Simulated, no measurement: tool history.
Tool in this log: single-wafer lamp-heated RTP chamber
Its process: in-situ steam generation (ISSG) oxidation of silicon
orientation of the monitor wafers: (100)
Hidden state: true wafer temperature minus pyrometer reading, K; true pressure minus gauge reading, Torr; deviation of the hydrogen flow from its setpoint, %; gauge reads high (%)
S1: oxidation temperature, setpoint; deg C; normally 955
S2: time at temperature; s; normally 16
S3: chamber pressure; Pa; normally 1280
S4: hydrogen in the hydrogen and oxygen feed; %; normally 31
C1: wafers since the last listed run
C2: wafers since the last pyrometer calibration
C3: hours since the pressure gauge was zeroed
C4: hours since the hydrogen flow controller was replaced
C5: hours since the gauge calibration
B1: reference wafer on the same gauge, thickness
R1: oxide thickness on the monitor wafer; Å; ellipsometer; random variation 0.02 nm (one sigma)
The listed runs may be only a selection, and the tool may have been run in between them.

run	hour	S1	S2	S3	S4	C1	C2	C3	C4	C5	B1	R1
1	0	955	16	1200	31	0	135	34.8	2417.3	1348.1	3.547	42.14
2	14.2	955	16	1200	31	140	275	49	2431.5	1362.3	3.545	41.99
3	27.3	955	16	1200	31	129	405	62.1	2444.6	1375.4	3.557	41.83
4	75.8	955	16	1280	31	480	886	110.6	2493.1	1423.9	3.548	41.58
5	110.4	955	16	1280	31	342	1229	145.2	2527.7	1458.5	3.551	41.47
# hour 130.8: hydrogen flow controller replaced
6	133.9	955	16	1280	31	153	1383	168.7	3.1	1482	3.549	41.56
7	164.9	955	16	1280	31	307	1690	199.7	34.1	1513	3.553	41.65
8	189.4	955	10	1360	31	242	1933	224.2	58.6	1537.5	3.553	34.52
# hour 205.8: gauge calibrated
9	221	955	16	1280	31	313	2246	255.8	90.2	15.2	3.557	41.35
10	233.1	955	16	1280	32	119	2366	267.9	102.3	27.3	3.555	41.86
11	264.4	955	16	1187	32	310	2676	299.2	133.6	58.6	3.553	42.34
12	287.2	955	16	1280	31	225	2902	322	156.4	81.4	3.553	41.12
13	306	955	16	1280	31	186	3088	340.8	175.2	100.2	3.545	41.42
14	324.2	937	16	1280	31	180	3269	359	193.4	118.4	3.549	39.35
15	348.1	955	16	1280	27	236	3506	382.9	217.3	142.3	3.546	39.99
16	373.6	964	11	1227	28	252	3758	408.4	242.8	167.8	3.55	36.42
# hour 388.3: pyrometer window cleaned and pyrometer calibrated
17	402	947	16	1280	32	202	135	436.8	271.2	196.2	3.548	40.85
18	423.8	946	20	1147	25	216	351	458.6	293	218	3.548	42.39
19	447.1	955	16	1280	31	230	582	481.9	316.3	241.3	3.546	41.28
20	465.3	968	16	1360	22	180	762	500.1	334.5	259.5	3.55	39.03
21	482.9	961	12	1280	31	174	937	517.7	352.1	277.1	3.547	37.9
22	495.3	974	14	1360	23	122	1060	530.1	364.5	289.5	3.545	38.62
23	517.7	962	12	1280	31	222	1282	552.5	386.9	311.9	3.556	37.96
24	539.3	955	16	1333	32	214	1496	574.1	408.5	333.5	3.555	41.72
25	568.1	955	16	1280	31	285	1781	602.9	437.3	362.3	3.545	41.27
26	590.3	955	16	1280	31	220	2001	625.1	459.5	384.5	3.554	41.43
27	624.6	946	21	1120	23	339	2341	659.4	493.8	418.8	3.551	42.25
28	637.5	955	16	1280	31	127	2469	672.3	506.7	431.7	3.555	41.86
29	663.1	955	16	1280	31	253	2723	697.9	532.3	457.3	3.552	41.23
30	687.2	970	19	1280	31	238	2962	722	556.4	481.4	3.561	46.45
31	700.9	955	22	1093	31	135	3097	735.7	570.1	495.1	3.561	47.95

For each run, what was the tool's unlogged condition?
true wafer temperature minus pyrometer reading, K: 0, the same for each run
true pressure minus gauge reading, Torr: 0, the same for each run
deviation of the hydrogen flow from its setpoint, %: 0, the same for each run
gauge reads high (%): 0, the same for each run
